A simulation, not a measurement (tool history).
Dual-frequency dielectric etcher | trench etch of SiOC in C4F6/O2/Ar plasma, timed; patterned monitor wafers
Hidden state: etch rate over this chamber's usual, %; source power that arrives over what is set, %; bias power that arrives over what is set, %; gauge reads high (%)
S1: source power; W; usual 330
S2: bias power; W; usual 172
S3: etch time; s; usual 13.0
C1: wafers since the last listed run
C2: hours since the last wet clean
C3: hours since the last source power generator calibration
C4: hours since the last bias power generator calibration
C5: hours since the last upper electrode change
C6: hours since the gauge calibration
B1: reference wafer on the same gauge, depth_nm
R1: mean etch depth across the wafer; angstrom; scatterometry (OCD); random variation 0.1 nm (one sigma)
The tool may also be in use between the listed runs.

Run 1, day 0.000: usual settings but S2 153 W; C1 0; C2 495.8; C3 2992.7; C4 4185.5; C5 3668.8; C6 382.1; B1 20.19. Result: R1 197.1 angstrom.
Run 2, day 4.092: usual settings but S2 153 W; C1 1719; C2 594.0; C3 3090.9; C4 4283.7; C5 3767.0; C6 480.3; B1 20.20. Result: R1 196.9 angstrom.
Run 3, day 6.392: usual settings but S2 153 W; C1 966; C2 649.2; C3 3146.1; C4 4338.9; C5 3822.2; C6 535.5; B1 20.20. Result: R1 198.4 angstrom.
At day 7.871: wet clean of the chamber.
Run 4, day 8.354: usual settings; C1 404; C2 11.6; C3 3193.2; C4 4386.0; C5 3869.3; C6 582.6; B1 20.18. Result: R1 199.6 angstrom.
Run 5, day 10.425: usual settings; C1 870; C2 61.3; C3 3242.9; C4 4435.7; C5 3919.0; C6 632.3; B1 20.19. Result: R1 201.2 angstrom.
Run 6, day 14.517: usual settings; C1 1719; C2 159.5; C3 3341.1; C4 4533.9; C5 4017.2; C6 730.5; B1 20.20. Result: R1 200.5 angstrom.
Run 7, day 18.325: usual settings but S2 188 W; C1 1600; C2 250.9; C3 3432.5; C4 4625.3; C5 4108.6; C6 821.9; B1 20.20. Result: R1 205.4 angstrom.
Run 8, day 21.625: usual settings but S3 12.0 s; C1 1386; C2 330.1; C3 3511.7; C4 4704.5; C5 4187.8; C6 901.1; B1 20.19. Result: R1 185.9 angstrom.
At day 24.592: source power generator calibrated.
Run 9, day 25.183: usual settings but S3 12.0 s; C1 1425; C2 415.5; C3 14.2; C4 4789.9; C5 4273.2; C6 986.5; B1 20.20. Result: R1 186.5 angstrom.
Run 10, day 29.267: usual settings but S3 12.0 s; C1 1715; C2 513.5; C3 112.2; C4 4887.9; C5 4371.2; C6 1084.5; B1 20.21. Result: R1 189.2 angstrom.
At day 32.362: wet clean of the chamber.
Run 11, day 32.383: usual settings; C1 889; C2 0.5; C3 187.0; C4 4962.7; C5 4446.0; C6 1159.3; B1 20.20. Result: R1 198.6 angstrom.
Run 12, day 33.358: usual settings; C1 409; C2 23.9; C3 210.4; C4 4986.1; C5 4469.4; C6 1182.7; B1 20.19. Result: R1 200.3 angstrom.
Run 13, day 36.188: usual settings; C1 1188; C2 91.8; C3 278.3; C4 5054.0; C5 4537.3; C6 1250.6; B1 20.20. Result: R1 199.5 angstrom.
Run 14, day 38.475: usual settings; C1 961; C2 146.7; C3 333.2; C4 5108.9; C5 4592.2; C6 1305.5; B1 20.20. Result: R1 200.2 angstrom.
Run 15, day 42.688: usual settings but S3 12.0 s; C1 1770; C2 247.8; C3 434.3; C4 5210.0; C5 4693.3; C6 1406.6; B1 20.19. Result: R1 185.5 angstrom.
Run 16, day 46.508: usual settings but S2 148 W, S3 15.0 s; C1 1605; C2 339.5; C3 526.0; C4 5301.7; C5 4785.0; C6 1498.3; B1 20.23. Result: R1 223.7 angstrom.
At day 47.325: bias power generator calibrated.
Run 17, day 48.988: usual settings but S2 134 W, S3 12.0 s; C1 971; C2 399.0; C3 585.5; C4 39.9; C5 4844.5; C6 1557.8; B1 20.19. Result: R1 175.9 angstrom.
At day 50.588: upper electrode replaced, of another model than before.
Run 18, day 50.608: usual settings; C1 260; C2 437.9; C3 624.4; C4 78.8; C5 0.5; C6 1596.7; B1 20.22. Result: R1 205.1 angstrom.
Run 19, day 52.546: usual settings; C1 814; C2 484.4; C3 670.9; C4 125.3; C5 47.0; C6 1643.2; B1 20.21. Result: R1 203.0 angstrom.
Run 20, day 55.892: usual settings but S1 280 W; C1 1405; C2 564.7; C3 751.2; C4 205.6; C5 127.3; C6 1723.5; B1 20.18. Result: R1 195.0 angstrom.
Run 21, day 58.546: usual settings; C1 1115; C2 628.4; C3 814.9; C4 269.3; C5 191.0; C6 1787.2; B1 20.18. Result: R1 204.6 angstrom.
At day 60.271: wet clean of the chamber.
Run 22, day 61.771: usual settings but S2 145 W, S3 10.5 s; C1 934; C2 36.0; C3 892.3; C4 346.7; C5 268.4; C6 1864.6; B1 20.21. Result: R1 158.2 angstrom.
At day 62.371: gauge calibrated.
Run 23, day 65.383: usual settings but S2 142 W, S3 14.5 s; C1 1518; C2 122.7; C3 979.0; C4 433.4; C5 355.1; C6 72.3; B1 20.19. Result: R1 220.0 angstrom.
Run 24, day 69.658: usual settings; C1 1796; C2 225.3; C3 1081.6; C4 536.0; C5 457.7; C6 174.9; B1 20.21. Result: R1 203.9 angstrom.
Run 25, day 72.825: usual settings but S1 270 W, S2 152 W; C1 1330; C2 301.3; C3 1157.6; C4 612.0; C5 533.7; C6 250.9; B1 20.19. Result: R1 187.2 angstrom.
Run 26, day 75.558: usual settings; C1 1148; C2 366.9; C3 1223.2; C4 677.6; C5 599.3; C6 316.5; B1 20.20. Result: R1 201.4 angstrom.
Run 27, day 79.129: usual settings but S2 157 W, S3 9.5 s; C1 1500; C2 452.6; C3 1308.9; C4 763.3; C5 685.0; C6 402.2; B1 20.20. Result: R1 147.0 angstrom.
Run 28, day 80.629: usual settings but S1 310 W, S2 139 W, S3 10.0 s; C1 630; C2 488.6; C3 1344.9; C4 799.3; C5 721.0; C6 438.2; B1 20.21. Result: R1 149.6 angstrom.

What the log doesn't show, run by run:
source power that arrives over what is set, %: 0 in every run
bias power that arrives over what is set, %: 0 in every run
gauge reads high (%): 0 in every run
H1: etch rate over this chamber's usual, %
run       H1
  1      1.7
  2     2.04
  3     2.23
  4   -0.318
  5   -0.143
  6    0.201
  7    0.521
  8    0.798
  9      1.1
 10     1.44
 11   -0.419
 12   -0.337
 13  -0.0995
 14   0.0928
 15    0.447
 16    0.768
 17    0.977
 18     1.11
 19     1.28
 20     1.56
 21     1.78
 22  -0.0393
 23    0.264
 24    0.624
 25     0.89
 26     1.12
 27     1.42
 28     1.55

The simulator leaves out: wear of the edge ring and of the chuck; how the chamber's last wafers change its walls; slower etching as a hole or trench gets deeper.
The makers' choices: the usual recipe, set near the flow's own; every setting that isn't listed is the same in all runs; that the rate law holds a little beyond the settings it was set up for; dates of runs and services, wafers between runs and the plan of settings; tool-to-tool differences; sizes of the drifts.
